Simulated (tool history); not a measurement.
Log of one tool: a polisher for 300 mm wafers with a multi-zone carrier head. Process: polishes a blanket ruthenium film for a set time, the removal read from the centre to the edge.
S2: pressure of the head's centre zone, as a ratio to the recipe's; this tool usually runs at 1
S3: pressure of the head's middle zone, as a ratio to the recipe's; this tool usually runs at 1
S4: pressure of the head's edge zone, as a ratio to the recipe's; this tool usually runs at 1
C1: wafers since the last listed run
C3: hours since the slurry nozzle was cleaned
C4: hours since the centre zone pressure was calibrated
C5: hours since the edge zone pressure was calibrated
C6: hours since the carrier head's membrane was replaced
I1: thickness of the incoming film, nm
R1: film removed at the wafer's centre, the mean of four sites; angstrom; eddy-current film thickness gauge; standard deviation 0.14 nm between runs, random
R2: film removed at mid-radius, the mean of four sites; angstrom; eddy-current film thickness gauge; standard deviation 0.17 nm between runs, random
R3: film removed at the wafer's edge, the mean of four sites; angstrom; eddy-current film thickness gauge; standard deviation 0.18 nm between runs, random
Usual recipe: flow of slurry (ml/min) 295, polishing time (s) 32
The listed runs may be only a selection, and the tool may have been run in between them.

run 1 hour=0 | flow_of_slurry_(ml/min)=295 S2=1 S3=1 S4=1 polishing_time_(s)=32 | C1=0 wafers_polished_on_this_pad=2020 C3=173.6 C4=266.7 C5=190.2 C6=355 | I1=590.4 | R1=221 R2=218 R3=219
run 2 hour=13.7 | flow_of_slurry_(ml/min)=350 S2=1 S3=1 S4=1 polishing_time_(s)=37 | C1=173 wafers_polished_on_this_pad=2194 C3=187.3 C4=280.4 C5=203.9 C6=368.7 | I1=585.4 | R1=257 R2=255 R3=252
run 3 hour=26.5 | flow_of_slurry_(ml/min)=295 S2=1.11 S3=1.07 S4=1 polishing_time_(s)=32 | C1=162 wafers_polished_on_this_pad=2356 C3=200.1 C4=293.2 C5=216.7 C6=381.5 | I1=575 | R1=245 R2=231 R3=219
run 4 hour=48.6 | flow_of_slurry_(ml/min)=295 S2=1.05 S3=0.9 S4=1 polishing_time_(s)=32 | C1=279 wafers_polished_on_this_pad=2636 C3=222.2 C4=315.3 C5=238.8 C6=403.6 | I1=575.3 | R1=230 R2=203 R3=215
-- hour=84.2 worn pad replaced by a new one, of another model than before
run 5 hour=84.7 | flow_of_slurry_(ml/min)=230 S2=1 S3=1.04 S4=0.89 polishing_time_(s)=24 | C1=406 wafers_polished_on_this_pad=6 C3=258.3 C4=351.4 C5=274.9 C6=439.7 | I1=570.8 | R1=161 R2=168 R3=155
run 6 hour=95.7 | flow_of_slurry_(ml/min)=295 S2=1 S3=1 S4=1 polishing_time_(s)=32 | C1=139 wafers_polished_on_this_pad=145 C3=269.3 C4=362.4 C5=285.9 C6=450.7 | I1=580.6 | R1=218 R2=219 R3=218
run 7 hour=120.5 | flow_of_slurry_(ml/min)=330 S2=1.05 S3=1 S4=1 polishing_time_(s)=36 | C1=314 wafers_polished_on_this_pad=459 C3=294.1 C4=387.2 C5=310.7 C6=475.5 | I1=574.4 | R1=257 R2=247 R3=251
run 8 hour=154.2 | flow_of_slurry_(ml/min)=295 S2=1 S3=1 S4=1 polishing_time_(s)=32 | C1=426 wafers_polished_on_this_pad=886 C3=327.8 C4=420.9 C5=344.4 C6=509.2 | I1=573.3 | R1=216 R2=221 R3=216
run 9 hour=189.1 | flow_of_slurry_(ml/min)=395 S2=1 S3=0.93 S4=1.08 polishing_time_(s)=32 | C1=442 wafers_polished_on_this_pad=1328 C3=362.7 C4=455.8 C5=379.3 C6=544.1 | I1=580.3 | R1=212 R2=213 R3=224
-- hour=224.3 centre zone pressure recalibrated
run 10 hour=224.8 | flow_of_slurry_(ml/min)=295 S2=1 S3=1 S4=1.12 polishing_time_(s)=37 | C1=426 wafers_polished_on_this_pad=1755 C3=398.4 C4=0.5 C5=415 C6=579.8 | I1=584 | R1=257 R2=253 R3=265
run 11 hour=249 | flow_of_slurry_(ml/min)=295 S2=1 S3=1 S4=1 polishing_time_(s)=32 | C1=306 wafers_polished_on_this_pad=2062 C3=422.6 C4=24.7 C5=439.2 C6=604 | I1=575 | R1=220 R2=218 R3=217
-- hour=269.7 edge zone pressure recalibrated
run 12 hour=325.5 | flow_of_slurry_(ml/min)=295 S2=0.96 S3=0.88 S4=1 polishing_time_(s)=32 | C1=943 wafers_polished_on_this_pad=3006 C3=499.1 C4=101.2 C5=55.8 C6=680.5 | I1=585.8 | R1=212 R2=200 R3=218
run 13 hour=350.4 | flow_of_slurry_(ml/min)=295 S2=0.94 S3=1.05 S4=0.93 polishing_time_(s)=32 | C1=315 wafers_polished_on_this_pad=3321 C3=524 C4=126.1 C5=80.7 C6=705.4 | I1=581.5 | R1=206 R2=227 R3=211
-- hour=355.8 worn pad replaced by a new one
run 14 hour=383.8 | flow_of_slurry_(ml/min)=295 S2=1 S3=1 S4=1 polishing_time_(s)=32 | C1=372 wafers_polished_on_this_pad=354 C3=557.4 C4=159.5 C5=114.1 C6=738.8 | I1=581.3 | R1=221 R2=218 R3=216
run 15 hour=411.6 | flow_of_slurry_(ml/min)=295 S2=1 S3=1 S4=1 polishing_time_(s)=32 | C1=352 wafers_polished_on_this_pad=706 C3=585.2 C4=187.3 C5=141.9 C6=766.6 | I1=589.1 | R1=220 R2=217 R3=216
run 16 hour=429.8 | flow_of_slurry_(ml/min)=370 S2=1.06 S3=1.11 S4=1 polishing_time_(s)=32 | C1=230 wafers_polished_on_this_pad=937 C3=603.4 C4=205.5 C5=160.1 C6=784.8 | I1=577.3 | R1=236 R2=236 R3=219
-- hour=447.5 carrier head's membrane replaced by a new one
run 17 hour=463.6 | flow_of_slurry_(ml/min)=195 S2=0.96 S3=1.05 S4=1 polishing_time_(s)=32 | C1=364 wafers_polished_on_this_pad=1302 C3=637.2 C4=239.3 C5=193.9 C6=16.1 | I1=583.3 | R1=208 R2=224 R3=216
run 18 hour=484 | flow_of_slurry_(ml/min)=295 S2=0.91 S3=1 S4=1 polishing_time_(s)=23 | C1=258 wafers_polished_on_this_pad=1560 C3=657.6 C4=259.7 C5=214.3 C6=36.5 | I1=586 | R1=144 R2=155 R3=156
-- hour=490.6 slurry nozzle cleaned
run 19 hour=500.1 | flow_of_slurry_(ml/min)=295 S2=1 S3=1 S4=0.92 polishing_time_(s)=32 | C1=191 wafers_polished_on_this_pad=1751 C3=9.5 C4=275.8 C5=230.4 C6=52.6 | I1=580.8 | R1=218 R2=215 R3=207
run 20 hour=523.2 | flow_of_slurry_(ml/min)=295 S2=1 S3=1 S4=0.94 polishing_time_(s)=36 | C1=292 wafers_polished_on_this_pad=2044 C3=32.6 C4=298.9 C5=253.5 C6=75.7 | I1=589.5 | R1=245 R2=247 R3=239
run 21 hour=547.7 | flow_of_slurry_(ml/min)=295 S2=1.09 S3=1 S4=0.95 polishing_time_(s)=32 | C1=310 wafers_polished_on_this_pad=2354 C3=57.1 C4=323.4 C5=278 C6=100.2 | I1=580.9 | R1=238 R2=220 R3=216
run 22 hour=571.2 | flow_of_slurry_(ml/min)=195 S2=1 S3=1 S4=1 polishing_time_(s)=32 | C1=297 wafers_polished_on_this_pad=2652 C3=80.6 C4=346.9 C5=301.5 C6=123.7 | I1=578.5 | R1=213 R2=216 R3=215

Measured minus without-hidden-state, run by run (identical run-to-run variation in each term; gauge scatter may differ):
Hidden conditions of the tool in this case: removal rate lost through wear of the pad, %; slurry flow missing at the pad, %; deviation of the centre zone's pressure from its setpoint, %; deviation of the edge zone's pressure from its setpoint, %.
run=1 R1=-2
run=2 R1=-3
run=3 R1=-2
run=4 R1=-3
run=5 R1=-3
run=6 R1=-4
run=7 R1=-6
run=8 R1=-6
run=9 R1=-7
run=10 R1=+0
run=11 R1=+1
run=12 R1=+0
run=13 R1=+0
run=14 R1=+0
run=15 R1=+0
run=16 R1=-1
run=17 R1=-2
run=18 R1=-1
run=19 R1=-2
run=20 R1=-4
run=21 R1=-4
run=22 R1=-5
R2: at most 1 angstrom away from the measurement, every run.
R3: the difference is 0 for every run.
